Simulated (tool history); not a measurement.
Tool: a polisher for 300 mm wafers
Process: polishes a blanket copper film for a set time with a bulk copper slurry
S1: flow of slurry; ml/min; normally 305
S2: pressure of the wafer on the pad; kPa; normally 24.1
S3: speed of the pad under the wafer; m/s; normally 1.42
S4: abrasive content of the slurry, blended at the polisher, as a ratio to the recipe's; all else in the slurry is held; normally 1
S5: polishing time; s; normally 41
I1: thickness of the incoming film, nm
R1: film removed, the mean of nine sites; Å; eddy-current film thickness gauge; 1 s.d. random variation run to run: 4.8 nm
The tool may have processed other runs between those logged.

run    hour   S1    S2    S3   S4  S5      I1    R1
  1       0  305  24.1  1.42    1  41    1898  6112
  2    86.8  305  24.1  1.42    1  41  1912.8  6000
       99.1  -- slurry nozzle cleaned
  3   154.7  305  24.1  1.42  1.2  41  1859.6  6362
  4   220.6  365  24.1  1.42    1  41  1913.3  6108
        261  -- head pressure recalibrated
  5   294.7  365  24.1  1.42    1  41  1904.2  6531
  6   365.7  305  26.9  1.56    1  41    1878  7775
      385.5  -- slurry blender recalibrated
      392.5  -- worn pad replaced by a new one
  7   446.9  305  26.9  1.56    1  41  1925.3  8023
      488.8  -- slurry nozzle cleaned
  8   510.4  305  24.1  1.42    1  41  1877.5  6488
  9   553.2  305    20  1.42    1  41  1864.3  5303
 10   658.1  305  24.1  1.42    1  41  1881.6  6179
 11   737.4  305  24.1  1.42    1  41  1903.3  6096
        798  -- worn pad replaced by a new one
 12   818.8  305  20.7  1.42    1  41  1889.3  5521
 13     872  305  20.7  1.42    1  41  1892.6  5485
      897.4  -- slurry blender recalibrated
 14   945.7  305  24.1  1.42    1  37    1866  5525
      992.4  -- slurry nozzle cleaned
 15  1029.7  305  28.3  1.42  1.1  33  1856.4  5927
     1043.5  -- head pressure recalibrated
 16  1112.1  305  24.1  0.98    1  41    1854  4389
 17  1192.1  225  20.7  1.82    1  47  1870.5  7596
 18  1234.3  305  24.1  1.42    1  36  1886.1  5510
     1273.3  -- worn pad replaced by a new one
 19  1324.1  305  24.1  1.42    1  41  1886.9  6373
     1355.9  -- slurry blender recalibrated
 20  1366.2  250  27.6  0.98    1  54  1864.1  6404

Run 21, settings as shown, results not yet in. Your forecast:
 21  1442.6  305  24.1  1.42   1  41  1928.5   ?

Run 21 gave R1 6150 Å.
With the hidden condition absent and the run-to-run variation left alone, this run would have shown R1 6987 Å.
